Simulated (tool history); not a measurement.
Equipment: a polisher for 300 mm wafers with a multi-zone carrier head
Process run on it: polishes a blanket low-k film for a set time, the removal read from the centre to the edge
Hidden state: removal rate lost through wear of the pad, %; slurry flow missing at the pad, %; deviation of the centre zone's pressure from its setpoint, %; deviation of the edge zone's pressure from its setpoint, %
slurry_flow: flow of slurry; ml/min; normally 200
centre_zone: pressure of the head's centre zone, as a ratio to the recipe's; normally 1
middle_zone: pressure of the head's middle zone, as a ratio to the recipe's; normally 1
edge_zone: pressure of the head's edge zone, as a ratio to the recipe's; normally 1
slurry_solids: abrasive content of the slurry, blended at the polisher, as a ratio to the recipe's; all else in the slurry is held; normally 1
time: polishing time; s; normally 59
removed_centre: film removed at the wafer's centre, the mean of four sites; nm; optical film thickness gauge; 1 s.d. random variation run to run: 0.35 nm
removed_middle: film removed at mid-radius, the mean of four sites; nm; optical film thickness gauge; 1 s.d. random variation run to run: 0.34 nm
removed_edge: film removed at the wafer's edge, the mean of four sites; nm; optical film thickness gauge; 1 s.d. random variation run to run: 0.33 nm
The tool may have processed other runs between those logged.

run,day,slurry_flow,centre_zone,middle_zone,edge_zone,slurry_solids,time,wafers since the last listed run,wafers polished on this pad,hours since the slurry nozzle was cleaned,hours since the centre zone pressure was calibrated,hours since the edge zone pressure was calibrated,hours since the carrier head's membrane was replaced,"incoming thickness of the incoming film, nm",removed_centre,removed_middle,removed_edge
1,0,150,1,1,0.97,1,59,0,199,146.2,555.1,529.4,587.2,434.5,26,25.5,26.5
2,0.571,150,1,1,0.97,1,59,95,295,159.9,568.8,543.1,600.9,433.2,25.3,25.3,26.8
3,1.229,200,1,1,1,1,59,110,406,175.7,584.6,558.9,616.7,433.9,27.1,26.9,27.6
4,2.3,200,1,1,1,1,59,179,586,201.4,610.3,584.6,642.4,433.3,26.9,26.4,27.2
5,3.312,200,0.94,1,1.06,1,59,170,756,225.7,634.6,608.9,666.7,426.1,24.9,26.1,27.7
# day 3.729: slurry nozzle cleaned
# day 4.508: worn pad replaced by a new one
6,4.529,200,0.94,1,1.06,1,59,169,3,19.2,663.8,638.1,695.9,430.3,26.3,27.1,29.3
7,5.142,200,0.92,1.07,1,1,59,102,106,33.9,678.5,652.8,710.6,432.2,26.3,29.1,28.2
# day 5.979: carrier head's membrane replaced by a new one
8,6,130,1.07,1,1,1,59,109,215,54.5,699.1,673.4,0.5,431.6,27.4,25.3,26.9
# day 6.675: centre zone pressure recalibrated
9,6.779,200,1,1,1,0.9,59,116,332,73.2,2.5,692.1,19.2,438.6,27.1,26.4,27.2
10,7.333,200,0.94,1,0.96,1.2,59,93,425,86.5,15.8,705.4,32.5,425.2,28.5,28.3,29.7
11,8.742,200,1,1,1,1,59,236,662,120.3,49.6,739.2,66.3,428.7,27.5,26.9,27.7
# day 9.092: edge zone pressure recalibrated
# day 10.025: worn pad replaced by a new one
12,10.046,155,1,1,1,1.2,73,177,3,151.6,80.9,22.9,97.6,424.5,34.4,33.7,35.5
13,10.717,200,0.95,1,1,1,59,112,116,167.7,97,39,113.7,431.8,25.6,27.4,27.3
14,11.933,200,1.08,1.05,1,1,44,204,320,196.9,126.2,68.2,142.9,434.6,21,20.7,20.7

What if the next run were any one of these 5? Each begins from the tool's condition after run 14:
A,11.95,200,1,1,1,1,59,2,323,197.3,126.6,68.6,143.3,434,?,?,?
B,11.95,250,1,1.1,1,1,43,2,323,197.3,126.6,68.6,143.3,434,?,?,?
C,11.95,200,1,1,1,1,50,2,323,197.3,126.6,68.6,143.3,434,?,?,?
D,11.95,200,1,0.95,0.91,1,59,2,323,197.3,126.6,68.6,143.3,434,?,?,?
E,11.95,200,1,1.08,1.11,1,59,2,323,197.3,126.6,68.6,143.3,434,?,?,?

run,removed_centre,removed_middle,removed_edge
A,27.6,26.1,27.1
B,20.9,21.3,20.2
C,23.4,22.1,22.9
D,27.6,25,26
E,27.7,27.8,28.3
With the hidden condition removed and each run's random variation left untouched, the same runs would have given:
run,removed_centre,removed_middle,removed_edge
A,28.8,27,27.8
B,21.7,22,20.7
C,24.4,22.9,23.6
D,28.8,25.9,26.7
E,28.8,28.9,29.1
